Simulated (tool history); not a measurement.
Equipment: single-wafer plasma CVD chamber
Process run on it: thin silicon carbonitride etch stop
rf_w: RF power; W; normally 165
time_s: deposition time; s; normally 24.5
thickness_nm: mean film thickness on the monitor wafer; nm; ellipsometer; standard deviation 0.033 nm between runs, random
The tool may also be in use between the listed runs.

| run | hour | rf_w | time_s | read-back reference wafer on the same gauge, thickness_nm | thickness_nm |
|---|---|---|---|---|---|
| 1 | 0.0 | 165 | 24.5 | 14.104 | 12.690 |
| 2 | 28.6 | 165 | 24.5 | 14.095 | 12.582 |
| 3 | 56.7 | 165 | 21.6 | 14.109 | 11.173 |
| 4 | 71.4 | 165 | 21.6 | 14.105 | 11.151 |
| 5 | 85.1 | 165 | 24.5 | 14.085 | 12.606 |
| 6 | 101.2 | 190 | 24.5 | 14.098 | 13.465 |
| 7 | 130.9 | 190 | 24.5 | 14.092 | 13.507 |
| 8 | 158.3 | 165 | 20.8 | 14.110 | 11.072 |
| 9 | 183.9 | 145 | 24.5 | 14.096 | 12.187 |
| 10 | 220.2 | 185 | 24.5 | 14.094 | 13.427 |
| 11 | 237.6 | 175 | 24.5 | 14.101 | 13.244 |
| 12 | 258.8 | 140 | 24.5 | 14.092 | 12.446 |
| 13 | 290.8 | 180 | 24.5 | 14.113 | 13.236 |
| 14 | 316.3 | 195 | 24.5 | 14.095 | 13.597 |
| 15 | 342.1 | 165 | 24.5 | 14.091 | 13.027 |
| 16 | 358.7 | 165 | 24.5 | 14.096 | 13.048 |
| 17 | 392.2 | 140 | 22.0 | 14.108 | 11.090 |

Removed from this log: 4 entries logged between the listed runs. Between which two listed runs does each belong, and how does the tool's hidden state at the listed run before it compare with that at the listed run after it?
In the gap between runs 7 and 8: RF generator calibrated (hour 150.0)
  delivered RF power above the setpoint (%): -7.8 -> -1.22
  the result without the hidden state subtracted from the measured one, thickness_nm: -0.565 -> -0.067 nm
In the gap between runs 9 and 10: gauge calibrated (hour 212.9); showerhead replaced, of another model than before (hour 219.7)
  delivered RF power above the setpoint (%): -1.73 -> -2.39
  the result without the hidden state subtracted from the measured one, thickness_nm: -0.105 -> -0.086 nm
In the gap between runs 13 and 14: thermocouple changed; heater temperature recalibrated (hour 301.7)
  delivered RF power above the setpoint (%): -3.49 -> -3.83
  the result without the hidden state subtracted from the measured one, thickness_nm: -0.125 -> -0.141 nm

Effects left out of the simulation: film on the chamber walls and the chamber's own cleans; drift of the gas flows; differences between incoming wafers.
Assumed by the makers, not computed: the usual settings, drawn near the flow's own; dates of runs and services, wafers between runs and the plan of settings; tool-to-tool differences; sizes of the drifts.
